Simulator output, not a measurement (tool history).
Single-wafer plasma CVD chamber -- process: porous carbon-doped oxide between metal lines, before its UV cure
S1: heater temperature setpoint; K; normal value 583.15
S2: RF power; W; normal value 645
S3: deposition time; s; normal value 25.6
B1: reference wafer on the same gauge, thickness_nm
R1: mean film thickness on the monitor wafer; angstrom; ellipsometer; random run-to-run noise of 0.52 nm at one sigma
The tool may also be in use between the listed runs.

run 1 hour=0 | S1=583.15 S2=645 S3=25.6 | B1=128.934 | R1=1587.79
run 2 hour=104.1 | S1=583.15 S2=645 S3=25.6 | B1=128.852 | R1=1593.05
run 3 hour=185.2 | S1=583.15 S2=645 S3=25.6 | B1=129.141 | R1=1595.5
run 4 hour=250.2 | S1=583.15 S2=700 S3=27.5 | B1=128.943 | R1=1783.93
run 5 hour=302.2 | S1=583.15 S2=700 S3=27.5 | B1=128.873 | R1=1779.42
run 6 hour=339.9 | S1=589.15 S2=645 S3=25.6 | B1=129.002 | R1=1537.9
run 7 hour=390.2 | S1=583.15 S2=645 S3=25.6 | B1=129.075 | R1=1596.44
run 8 hour=446.9 | S1=583.15 S2=745 S3=28.5 | B1=129.117 | R1=1925.78
run 9 hour=489.2 | S1=583.15 S2=645 S3=25.6 | B1=128.839 | R1=1582.14
run 10 hour=562.7 | S1=583.15 S2=645 S3=25.6 | B1=128.839 | R1=1580.82
run 11 hour=646.4 | S1=572.15 S2=645 S3=25.6 | B1=129.102 | R1=1679.78
run 12 hour=705.4 | S1=583.15 S2=740 S3=25.6 | B1=128.976 | R1=1711.25
-- hour=760.8 showerhead replaced, of another model than before
run 13 hour=761.3 | S1=583.15 S2=740 S3=25.6 | B1=128.833 | R1=1801.33
run 14 hour=863.7 | S1=583.15 S2=570 S3=21.6 | B1=128.92 | R1=1182.04
run 15 hour=907.4 | S1=572.15 S2=645 S3=25.6 | B1=129.014 | R1=1686.23
run 16 hour=946.9 | S1=583.15 S2=645 S3=25.6 | B1=128.968 | R1=1573.23
run 17 hour=1053.9 | S1=593.15 S2=765 S3=25.6 | B1=129.037 | R1=1753.28
-- hour=1084.2 RF generator calibrated
run 18 hour=1098.6 | S1=595.15 S2=645 S3=25.6 | B1=129.009 | R1=1468.92
run 19 hour=1196.1 | S1=594.15 S2=645 S3=29.8 | B1=129.006 | R1=1714.38
-- hour=1278.7 gauge calibrated
run 20 hour=1280.6 | S1=583.15 S2=645 S3=25.6 | B1=128.995 | R1=1570.65
run 21 hour=1369.6 | S1=588.15 S2=595 S3=30.7 | B1=128.89 | R1=1678.19
run 22 hour=1447.5 | S1=568.15 S2=710 S3=25.6 | B1=128.976 | R1=1862.51
-- hour=1568.2 thermocouple changed; heater temperature recalibrated
run 23 hour=1713.7 | S1=597.15 S2=570 S3=21 | B1=128.921 | R1=1081.88
run 24 hour=1846.8 | S1=583.15 S2=645 S3=25.6 | B1=129.16 | R1=1592.64

What will run 25 give?
run 25 hour=1904.6 | S1=595.15 S2=720 S3=20.8 | B1=? | R1=?

B1: 128.887
R1: 1352.47 angstrom
With the hidden condition absent and the run-to-run variation left alone, this run would have shown R1 1362.88 angstrom.
